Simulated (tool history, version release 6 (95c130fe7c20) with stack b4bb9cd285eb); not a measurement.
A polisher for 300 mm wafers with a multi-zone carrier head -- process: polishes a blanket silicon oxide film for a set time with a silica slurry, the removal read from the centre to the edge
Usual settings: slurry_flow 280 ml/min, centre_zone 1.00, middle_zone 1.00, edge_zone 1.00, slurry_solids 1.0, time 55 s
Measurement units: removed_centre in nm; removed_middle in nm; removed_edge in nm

run	hour	slurry_flow	centre_zone	middle_zone	edge_zone	slurry_solids	time	wafers since the last listed run	wafers polished on this pad	hours since the slurry nozzle was cleaned	hours since the centre zone pressure was calibrated	hours since the edge zone pressure was calibrated	hours since the carrier head's membrane was replaced	incoming thickness of the incoming film, nm	removed_centre	removed_middle	removed_edge
1	0.0	280	1.00	1.00	1.00	1.0	55	0	1044	90.3	519.1	46.7	1836.6	850.1	134.1	135.0	136.0
# hour 11.4: centre zone pressure recalibrated
2	29.2	280	0.97	1.00	1.00	1.0	55	313	1357	119.5	17.8	75.9	1865.8	855.6	132.9	135.7	135.5
3	44.7	235	1.00	1.07	1.06	1.0	55	178	1536	135.0	33.3	91.4	1881.3	859.5	132.1	138.5	134.5
# hour 55.2: carrier head's membrane replaced by a new one
4	69.3	280	1.06	1.00	1.00	1.0	55	225	1761	159.6	57.9	116.0	14.1	855.2	139.9	132.3	132.1
# hour 81.4: worn pad replaced by a new one
5	85.7	280	0.97	1.00	1.00	1.0	55	142	48	176.0	74.3	132.4	30.5	840.8	137.7	139.5	139.1
6	104.3	365	1.00	0.94	1.00	1.0	55	214	263	194.6	92.9	151.0	49.1	851.7	141.5	132.7	143.5
7	136.8	280	1.00	1.00	1.00	1.0	55	374	637	227.1	125.4	183.5	81.6	858.7	138.5	137.3	137.5
8	163.5	280	1.00	0.94	1.00	1.0	55	307	944	253.8	152.1	210.2	108.3	834.6	136.4	128.9	135.7
9	192.5	280	1.11	1.00	1.00	1.0	55	333	1278	282.8	181.1	239.2	137.3	855.1	148.5	135.8	136.7
10	212.4	280	1.07	1.00	1.00	1.0	55	229	1507	302.7	201.0	259.1	157.2	839.1	141.8	136.7	131.6
11	241.5	280	0.94	1.00	1.00	1.0	55	334	1842	331.8	230.1	288.2	186.3	847.7	126.2	132.3	133.1
12	268.6	280	1.00	1.11	1.00	1.1	55	311	2153	358.9	257.2	315.3	213.4	865.3	136.7	147.4	136.9
13	291.9	280	1.00	1.00	1.00	1.0	55	268	2422	382.2	280.5	338.6	236.7	832.9	129.0	130.8	130.5
# hour 302.4: worn pad replaced by a new one
# hour 304.2: edge zone pressure recalibrated
14	307.7	280	1.00	1.00	1.00	1.0	55	115	39	398.0	296.3	3.5	252.5	867.6	139.7	141.7	139.9
15	343.2	280	1.00	1.00	1.00	1.0	55	408	448	433.5	331.8	39.0	288.0	839.5	138.4	138.7	138.6
16	358.3	280	1.00	1.03	1.00	1.0	70	173	622	448.6	346.9	54.1	303.1	843.2	176.0	182.3	176.2
17	381.9	280	1.00	1.00	1.00	1.0	55	271	893	472.2	370.5	77.7	326.7	833.2	135.5	136.2	137.0
18	400.5	345	0.90	1.00	1.04	1.0	36	214	1107	490.8	389.1	96.3	345.3	846.3	82.9	89.8	91.2
# hour 456.6: slurry nozzle cleaned
# hour 479.6: centre zone pressure recalibrated
19	482.4	280	1.04	1.00	1.00	1.0	55	908	2015	25.8	2.8	178.2	427.2	843.6	137.0	131.2	130.5
20	500.0	345	0.90	1.00	1.04	1.0	36	202	2218	43.4	20.4	195.8	444.8	851.8	80.0	86.2	88.0
# hour 517.9: worn pad replaced by a new one
21	523.3	280	1.00	1.03	1.00	1.0	47	222	62	66.7	43.7	219.1	468.1	856.7	118.7	122.0	118.9
22	559.0	280	1.11	1.00	1.00	1.0	72	410	473	102.4	79.4	254.8	503.8	861.7	196.5	181.0	182.0

Here are 3 independent what-if runs from the current tool condition. What would each one return?
A	559.4	280	1.00	1.00	1.07	1.0	55	4	477	102.8	79.8	255.2	504.2	849.8	?	?	?
B	559.4	355	1.00	1.06	0.93	1.0	72	4	477	102.8	79.8	255.2	504.2	849.8	?	?	?
C	559.4	280	0.96	1.00	1.00	1.0	55	4	477	102.8	79.8	255.2	504.2	849.8	?	?	?

run	removed_centre	removed_middle	removed_edge
A	138.4	135.7	140.6
B	185.4	190.6	174.6
C	133.5	135.7	136.0
With the hidden condition removed and each run's random variation left untouched, the same runs would have given:
run	removed_centre	removed_middle	removed_edge
A	142.8	140.0	145.0
B	191.3	196.6	180.1
C	137.7	140.0	140.3

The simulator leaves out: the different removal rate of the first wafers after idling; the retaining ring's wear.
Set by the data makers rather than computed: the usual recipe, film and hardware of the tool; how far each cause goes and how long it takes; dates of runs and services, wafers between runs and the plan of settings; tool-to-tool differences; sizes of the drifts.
